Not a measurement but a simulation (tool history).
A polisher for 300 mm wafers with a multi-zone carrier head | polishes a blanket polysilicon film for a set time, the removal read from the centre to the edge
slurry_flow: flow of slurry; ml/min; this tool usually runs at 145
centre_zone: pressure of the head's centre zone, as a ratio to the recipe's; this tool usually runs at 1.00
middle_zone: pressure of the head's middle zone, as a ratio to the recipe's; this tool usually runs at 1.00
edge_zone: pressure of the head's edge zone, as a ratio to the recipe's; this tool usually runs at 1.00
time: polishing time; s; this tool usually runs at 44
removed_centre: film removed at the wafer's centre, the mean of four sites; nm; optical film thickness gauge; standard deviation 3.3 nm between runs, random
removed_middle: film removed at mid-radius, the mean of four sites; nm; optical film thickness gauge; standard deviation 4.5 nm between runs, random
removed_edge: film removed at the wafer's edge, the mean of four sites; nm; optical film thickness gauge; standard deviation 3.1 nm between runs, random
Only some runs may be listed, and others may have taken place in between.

run,hour,slurry_flow,centre_zone,middle_zone,edge_zone,time,wafers since the last listed run,wafers polished on this pad,hours since the slurry nozzle was cleaned,hours since the centre zone pressure was calibrated,hours since the edge zone pressure was calibrated,hours since the carrier head's membrane was replaced,"incoming thickness of the incoming film, nm",removed_centre,removed_middle,removed_edge
1,0.0,145,1.00,1.00,1.00,44,0,1258,424.1,935.9,1064.8,1319.0,1812.8,321.2,306.4,326.6
2,13.9,145,1.00,1.00,1.00,40,191,1449,438.0,949.8,1078.7,1332.9,1832.7,285.5,281.2,293.9
# hour 61.3: edge zone pressure recalibrated
3,108.9,145,1.00,1.00,1.11,44,1283,2732,533.0,1044.8,47.6,1427.9,1852.7,288.3,277.9,314.6
# hour 126.5: worn pad replaced by a new one
4,133.6,145,0.94,1.00,1.00,44,285,97,557.7,1069.5,72.3,1452.6,1842.2,294.9,299.0,324.0
5,163.0,145,1.00,1.00,0.89,51,405,503,587.1,1098.9,101.7,1482.0,1812.3,366.5,349.2,357.5
6,196.1,175,1.00,0.92,1.00,44,456,959,620.2,1132.0,134.8,1515.1,1838.9,329.4,303.4,341.0
# hour 221.9: carrier head's membrane replaced by a new one
7,222.4,165,0.95,1.00,1.00,44,293,1253,646.5,1158.3,161.1,0.5,1788.4,306.2,313.6,333.7
8,249.5,130,0.90,0.94,1.00,48,373,1627,673.6,1185.4,188.2,27.6,1796.1,287.6,294.7,340.3
9,262.5,145,1.00,1.00,1.09,44,179,1806,686.6,1198.4,201.2,40.6,1834.4,296.9,300.8,322.8
10,293.8,145,1.00,0.93,1.00,53,431,2238,717.9,1229.7,232.5,71.9,1853.4,351.1,329.6,369.9
11,319.2,145,1.00,1.08,1.09,44,350,2589,743.3,1255.1,257.9,97.3,1832.0,285.5,298.5,311.0
# hour 326.5: centre zone pressure recalibrated
# hour 336.7: worn pad replaced by a new one
# hour 337.4: slurry nozzle cleaned
12,338.9,100,1.10,1.00,0.97,58,178,20,1.5,12.4,277.6,117.0,1835.3,465.2,416.1,438.8
13,373.4,145,1.04,0.93,0.96,44,475,496,36.0,46.9,312.1,151.5,1796.5,361.7,329.3,350.2
14,404.1,145,1.00,1.00,1.00,44,423,919,66.7,77.6,342.8,182.2,1816.2,347.5,337.9,345.5
15,429.4,145,1.00,1.00,1.00,44,349,1268,92.0,102.9,368.1,207.5,1818.7,339.8,334.1,342.3
16,453.6,145,1.00,1.00,1.07,44,333,1602,116.2,127.1,392.3,231.7,1834.7,337.4,327.5,348.2
17,470.2,175,1.00,0.92,1.00,44,229,1831,132.8,143.7,408.9,248.3,1820.0,345.3,318.4,345.6
18,488.8,145,1.00,1.00,1.00,44,256,2088,151.4,162.3,427.5,266.9,1825.1,333.0,319.0,328.1
19,514.9,190,1.04,1.00,1.00,44,360,2448,177.5,188.4,453.6,293.0,1795.8,355.2,329.2,335.7
20,527.6,165,1.00,1.00,1.00,49,175,2623,190.2,201.1,466.3,305.7,1800.3,367.0,360.1,362.8
21,542.8,145,1.08,1.05,1.00,44,209,2833,205.4,216.3,481.5,320.9,1816.5,335.0,312.5,313.7
# hour 557.0: worn pad replaced by a new one
22,570.7,145,1.00,1.00,1.00,44,329,189,233.3,244.2,509.4,348.8,1835.5,342.2,328.2,341.4

Each row is a separate what-if for the run after 22, all from the same tool condition, not one after another. Results?
A,571.1,110,1.00,1.00,1.00,44,5,194,233.7,244.6,509.8,349.2,1801.6,?,?,?
B,571.1,130,1.00,1.00,1.00,44,5,194,233.7,244.6,509.8,349.2,1801.6,?,?,?
C,571.1,175,1.00,1.10,1.00,44,5,194,233.7,244.6,509.8,349.2,1801.6,?,?,?
D,571.1,100,1.00,1.04,1.00,44,5,194,233.7,244.6,509.8,349.2,1801.6,?,?,?

run,removed_centre,removed_middle,removed_edge
A,304.7,299.9,324.3
B,325.2,317.0,336.5
C,355.5,369.7,354.5
D,292.0,298.3,316.6
With no hidden state in the tool, these same runs would have given:
run,removed_centre,removed_middle,removed_edge
A,334.7,325.1,342.5
B,351.7,339.5,352.9
C,376.6,389.1,368.0
D,323.9,326.0,335.8
